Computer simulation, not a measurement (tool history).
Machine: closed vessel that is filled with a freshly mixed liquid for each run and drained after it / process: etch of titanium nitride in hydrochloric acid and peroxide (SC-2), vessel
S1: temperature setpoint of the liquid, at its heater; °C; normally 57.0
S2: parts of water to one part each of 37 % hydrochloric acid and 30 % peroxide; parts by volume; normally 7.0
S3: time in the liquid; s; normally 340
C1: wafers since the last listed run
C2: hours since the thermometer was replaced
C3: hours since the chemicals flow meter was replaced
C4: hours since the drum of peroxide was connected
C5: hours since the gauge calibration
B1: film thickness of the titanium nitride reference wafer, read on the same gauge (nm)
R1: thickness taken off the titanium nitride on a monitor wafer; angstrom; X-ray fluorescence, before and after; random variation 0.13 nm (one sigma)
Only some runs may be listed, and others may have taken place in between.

run 1 day=0.000 | S1=57.0 S2=7.0 S3=340 | C1=0 C2=138.4 C3=1910.5 C4=466.2 C5=1286.7 | B1=98.98 | R1=246.2
run 2 day=2.096 | S1=57.0 S2=7.0 S3=340 | C1=5533 C2=188.7 C3=1960.8 C4=516.5 C5=1337.0 | B1=98.95 | R1=244.8
-- day=3.746 new drum of peroxide connected
run 3 day=3.846 | S1=57.0 S2=7.0 S3=340 | C1=4510 C2=230.7 C3=2002.8 C4=2.4 C5=1379.0 | B1=98.86 | R1=245.1
run 4 day=12.283 | S1=63.0 S2=7.0 S3=340 | C1=22275 C2=433.2 C3=2205.3 C4=204.9 C5=1581.5 | B1=98.53 | R1=354.6
run 5 day=14.196 | S1=63.0 S2=7.0 S3=340 | C1=5049 C2=479.1 C3=2251.2 C4=250.8 C5=1627.4 | B1=98.46 | R1=352.5
run 6 day=16.900 | S1=57.0 S2=7.0 S3=340 | C1=7139 C2=544.0 C3=2316.1 C4=315.7 C5=1692.3 | B1=98.37 | R1=244.7
run 7 day=18.208 | S1=57.0 S2=7.0 S3=340 | C1=3454 C2=575.4 C3=2347.5 C4=347.1 C5=1723.7 | B1=98.29 | R1=243.8
run 8 day=20.738 | S1=57.0 S2=7.0 S3=340 | C1=6677 C2=636.1 C3=2408.2 C4=407.8 C5=1784.4 | B1=98.18 | R1=242.1
-- day=23.200 chemicals flow meter replaced
run 9 day=23.321 | S1=57.0 S2=5.0 S3=340 | C1=6710 C2=698.1 C3=2.9 C4=469.8 C5=1846.4 | B1=98.05 | R1=313.9
-- day=23.817 new drum of peroxide connected
run 10 day=25.429 | S1=57.0 S2=5.0 S3=340 | C1=5456 C2=748.7 C3=53.5 C4=38.7 C5=1897.0 | B1=97.96 | R1=310.3
run 11 day=27.746 | S1=57.0 S2=5.0 S3=340 | C1=6116 C2=804.3 C3=109.1 C4=94.3 C5=1952.6 | B1=97.81 | R1=309.5
run 12 day=30.542 | S1=57.0 S2=7.0 S3=340 | C1=7381 C2=871.4 C3=176.2 C4=161.4 C5=2019.7 | B1=97.69 | R1=239.6
run 13 day=32.762 | S1=57.0 S2=7.0 S3=340 | C1=5863 C2=924.7 C3=229.5 C4=214.7 C5=2073.0 | B1=97.58 | R1=241.7
run 14 day=34.321 | S1=57.0 S2=8.0 S3=340 | C1=4114 C2=962.1 C3=266.9 C4=252.1 C5=2110.4 | B1=97.49 | R1=217.9
run 15 day=36.012 | S1=57.0 S2=7.0 S3=510 | C1=4466 C2=1002.7 C3=307.5 C4=292.7 C5=2151.0 | B1=97.41 | R1=362.7
run 16 day=37.321 | S1=57.0 S2=9.5 S3=520 | C1=3454 C2=1034.1 C3=338.9 C4=324.1 C5=2182.4 | B1=97.36 | R1=285.7
run 17 day=39.588 | S1=57.0 S2=7.0 S3=460 | C1=5984 C2=1088.5 C3=393.3 C4=378.5 C5=2236.8 | B1=97.17 | R1=325.5
-- day=41.858 thermometer replaced
run 18 day=42.367 | S1=48.0 S2=5.5 S3=410 | C1=7227 C2=12.2 C3=460.0 C4=445.2 C5=2303.5 | B1=97.03 | R1=191.8
run 19 day=43.596 | S1=57.0 S2=9.5 S3=340 | C1=3245 C2=41.7 C3=489.5 C4=474.7 C5=2333.0 | B1=96.95 | R1=186.9
-- day=45.038 gauge calibrated
run 20 day=45.233 | S1=57.0 S2=7.0 S3=525 | C1=4323 C2=81.0 C3=528.8 C4=514.0 C5=4.7 | B1=100.00 | R1=380.4
-- day=46.575 new drum of peroxide connected
run 21 day=47.696 | S1=57.0 S2=7.0 S3=340 | C1=6391 C2=140.1 C3=587.9 C4=26.9 C5=63.8 | B1=100.02 | R1=246.9
run 22 day=50.604 | S1=57.0 S2=7.0 S3=270 | C1=7678 C2=209.9 C3=657.7 C4=96.7 C5=133.6 | B1=99.97 | R1=197.4
run 23 day=51.671 | S1=65.0 S2=7.0 S3=340 | C1=2816 C2=235.5 C3=683.3 C4=122.3 C5=159.2 | B1=99.99 | R1=407.1
run 24 day=52.675 | S1=67.0 S2=4.0 S3=195 | C1=2651 C2=259.6 C3=707.4 C4=146.4 C5=183.3 | B1=99.98 | R1=397.8
run 25 day=54.604 | S1=61.0 S2=9.0 S3=455 | C1=5093 C2=305.9 C3=753.7 C4=192.7 C5=229.6 | B1=99.99 | R1=348.9
run 26 day=57.392 | S1=63.0 S2=7.0 S3=340 | C1=7359 C2=372.8 C3=820.6 C4=259.6 C5=296.5 | B1=99.96 | R1=359.8
run 27 day=60.067 | S1=57.0 S2=7.0 S3=340 | C1=7062 C2=437.0 C3=884.8 C4=323.8 C5=360.7 | B1=99.89 | R1=247.6
-- day=66.242 new drum of peroxide connected
run 28 day=68.183 | S1=57.0 S2=7.0 S3=340 | C1=21318 C2=631.8 C3=1079.6 C4=46.6 C5=555.5 | B1=99.85 | R1=246.3
run 29 day=70.592 | S1=52.5 S2=9.0 S3=340 | C1=6358 C2=689.6 C3=1137.4 C4=104.4 C5=613.3 | B1=99.81 | R1=151.7
run 30 day=71.733 | S1=61.5 S2=9.5 S3=465 | C1=3014 C2=717.0 C3=1164.8 C4=131.8 C5=640.7 | B1=99.74 | R1=351.0

Run by run, hidden condition taken away, random variation retained:
The hidden state here: liquid hotter than its thermometer reads (K); chemicals flow above the setpoint (%); peroxide weaker than its label (%); gauge reads high (%).
run=1 R1=248.7
run=2 R1=247.5
run=3 R1=247.9
run=4 R1=359.9
run=5 R1=358.0
run=6 R1=248.8
run=7 R1=248.1
run=8 R1=246.6
run=9 R1=320.2
run=10 R1=316.8
run=11 R1=316.4
run=12 R1=245.2
run=13 R1=247.7
run=14 R1=223.5
run=15 R1=372.4
run=16 R1=293.6
run=17 R1=334.9
run=18 R1=197.7
run=19 R1=192.8
run=20 R1=380.4
run=21 R1=246.9
run=22 R1=197.5
run=23 R1=407.2
run=24 R1=397.9
run=25 R1=349.1
run=26 R1=360.0
run=27 R1=247.8
run=28 R1=246.8
run=29 R1=152.0
run=30 R1=351.8

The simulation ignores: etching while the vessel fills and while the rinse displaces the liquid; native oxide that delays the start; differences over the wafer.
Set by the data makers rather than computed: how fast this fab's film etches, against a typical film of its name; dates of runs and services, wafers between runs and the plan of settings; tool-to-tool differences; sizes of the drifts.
